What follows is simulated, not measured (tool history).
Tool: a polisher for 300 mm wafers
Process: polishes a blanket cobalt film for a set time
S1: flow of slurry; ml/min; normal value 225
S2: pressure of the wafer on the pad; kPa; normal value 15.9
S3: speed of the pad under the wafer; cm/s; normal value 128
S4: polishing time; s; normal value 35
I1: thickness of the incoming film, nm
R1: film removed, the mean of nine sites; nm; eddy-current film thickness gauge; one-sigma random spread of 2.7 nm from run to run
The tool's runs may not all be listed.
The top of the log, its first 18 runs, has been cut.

run 19 hour=475.9 | S1=225 S2=17.9 S3=128 S4=44 | I1=735.5 | R1=329.8
-- hour=537.3 worn pad replaced by a new one
run 20 hour=561.2 | S1=195 S2=13.1 S3=128 S4=26 | I1=751.9 | R1=148.5
-- hour=584.3 head pressure recalibrated
run 21 hour=595.1 | S1=225 S2=21.4 S3=142 S4=28 | I1=729.7 | R1=249.6
run 22 hour=610 | S1=225 S2=15.9 S3=128 S4=35 | I1=746 | R1=219.5
run 23 hour=627.2 | S1=225 S2=19.3 S3=168 S4=28 | I1=726.5 | R1=271
run 24 hour=649.4 | S1=225 S2=13.1 S3=128 S4=35 | I1=737.3 | R1=188.7
run 25 hour=667.9 | S1=150 S2=15.9 S3=168 S4=35 | I1=735.8 | R1=279
run 26 hour=698 | S1=155 S2=17.9 S3=140 S4=31 | I1=733.7 | R1=232.6
run 27 hour=710.1 | S1=225 S2=15.9 S3=128 S4=35 | I1=728.9 | R1=226.3
-- hour=729.8 worn pad replaced by a new one
run 28 hour=730.3 | S1=145 S2=13.1 S3=108 S4=42 | I1=744.7 | R1=190.1
run 29 hour=757.7 | S1=195 S2=15.9 S3=128 S4=35 | I1=756.1 | R1=227.2
run 30 hour=792.6 | S1=225 S2=15.9 S3=90 S4=35 | I1=734.8 | R1=166.7
run 31 hour=808.9 | S1=225 S2=15.9 S3=156 S4=38 | I1=743.2 | R1=295.1
run 32 hour=827.2 | S1=265 S2=20 S3=128 S4=35 | I1=752.1 | R1=285
run 33 hour=848.8 | S1=225 S2=15.9 S3=128 S4=35 | I1=735 | R1=227.6
run 34 hour=875 | S1=160 S2=20 S3=142 S4=31 | I1=733 | R1=266.5
run 35 hour=901.8 | S1=225 S2=11 S3=104 S4=35 | I1=740.9 | R1=141.9

Below are 5 alternative next runs, each starting from the tool's condition after run 35. Predict each:
run A hour=902.2 | S1=150 S2=15.9 S3=128 S4=35 | I1=745.5 | R1=?
run B hour=902.2 | S1=225 S2=13.1 S3=116 S4=25 | I1=745.5 | R1=?
run C hour=902.2 | S1=185 S2=13.1 S3=86 S4=35 | I1=745.5 | R1=?
run D hour=902.2 | S1=285 S2=15.9 S3=86 S4=26 | I1=745.5 | R1=?
run E hour=902.2 | S1=280 S2=12.4 S3=114 S4=23 | I1=745.5 | R1=?

run=A R1=231.3
run=B R1=133.7
run=C R1=139.8
run=D R1=126.8
run=E R1=117.9
What these runs would have given with no unlogged condition in the tool:
run=A R1=220.5
run=B R1=127.4
run=C R1=133.2
run=D R1=120.8
run=E R1=112.4
